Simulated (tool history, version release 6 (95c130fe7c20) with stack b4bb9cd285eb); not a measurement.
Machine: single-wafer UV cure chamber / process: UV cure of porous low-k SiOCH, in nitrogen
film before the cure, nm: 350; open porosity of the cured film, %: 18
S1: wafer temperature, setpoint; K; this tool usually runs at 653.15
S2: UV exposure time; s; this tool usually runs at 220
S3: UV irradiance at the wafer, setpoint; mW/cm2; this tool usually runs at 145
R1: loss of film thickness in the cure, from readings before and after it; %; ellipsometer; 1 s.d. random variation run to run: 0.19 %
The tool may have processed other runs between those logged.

{"run": 1, "hour": 0.0, "S1": 653.15, "S2": 270, "S3": 145, "R1": 14.435}
{"run": 2, "hour": 77.9, "S1": 653.15, "S2": 255, "S3": 117, "R1": 12.903}
{"run": 3, "hour": 176.6, "S1": 653.15, "S2": 255, "S3": 117, "R1": 13.039}
{"run": 4, "hour": 237.9, "S1": 653.15, "S2": 220, "S3": 156, "R1": 13.697}
{"run": 5, "hour": 286.0, "S1": 653.15, "S2": 220, "S3": 156, "R1": 13.633}
{"hour": 304.0, "done": "quartz window cleaned"}
{"run": 6, "hour": 436.5, "S1": 653.15, "S2": 220, "S3": 145, "R1": 12.483}
{"run": 7, "hour": 511.0, "S1": 653.15, "S2": 220, "S3": 145, "R1": 12.259}
{"hour": 566.7, "done": "quartz window cleaned, repeated, since the last time left the tool worse"}
{"run": 8, "hour": 603.2, "S1": 653.15, "S2": 220, "S3": 145, "R1": 13.593}
{"run": 9, "hour": 658.2, "S1": 653.15, "S2": 220, "S3": 145, "R1": 13.921}
{"run": 10, "hour": 706.9, "S1": 653.15, "S2": 220, "S3": 145, "R1": 13.723}
{"run": 11, "hour": 776.4, "S1": 653.15, "S2": 220, "S3": 145, "R1": 13.245}
{"hour": 801.4, "done": "UV bulbs replaced"}
{"run": 12, "hour": 820.8, "S1": 645.15, "S2": 320, "S3": 145, "R1": 15.255}
{"run": 13, "hour": 903.9, "S1": 644.15, "S2": 220, "S3": 126, "R1": 12.493}
{"run": 14, "hour": 1000.6, "S1": 635.15, "S2": 120, "S3": 145, "R1": 9.995}
{"run": 15, "hour": 1048.5, "S1": 653.15, "S2": 325, "S3": 145, "R1": 15.478}
{"run": 16, "hour": 1102.8, "S1": 639.15, "S2": 220, "S3": 168, "R1": 14.028}
{"run": 17, "hour": 1141.6, "S1": 662.15, "S2": 270, "S3": 122, "R1": 13.64}
{"hour": 1191.7, "done": "quartz window cleaned"}
{"run": 18, "hour": 1204.6, "S1": 653.15, "S2": 220, "S3": 145, "R1": 14.207}
{"run": 19, "hour": 1265.2, "S1": 665.15, "S2": 90, "S3": 145, "R1": 9.703}
{"run": 20, "hour": 1345.1, "S1": 653.15, "S2": 220, "S3": 145, "R1": 13.767}
{"run": 21, "hour": 1382.2, "S1": 653.15, "S2": 220, "S3": 145, "R1": 13.53}
{"run": 22, "hour": 1457.0, "S1": 665.15, "S2": 90, "S3": 145, "R1": 9.473}

Branching from run 22: 3 alternative next runs. What would each branch give?
{"run": "A", "hour": 1457.5, "S1": 668.15, "S2": 220, "S3": 145, "R1": "?"}
{"run": "B", "hour": 1457.5, "S1": 653.15, "S2": 110, "S3": 117, "R1": "?"}
{"run": "C", "hour": 1457.5, "S1": 639.15, "S2": 95, "S3": 145, "R1": "?"}

run=A R1=14.030
run=B R1=9.266
run=C R1=9.310
Without the tool's hidden state the same runs would have given:
run=A R1=14.337
run=B R1=9.539
run=C R1=9.584

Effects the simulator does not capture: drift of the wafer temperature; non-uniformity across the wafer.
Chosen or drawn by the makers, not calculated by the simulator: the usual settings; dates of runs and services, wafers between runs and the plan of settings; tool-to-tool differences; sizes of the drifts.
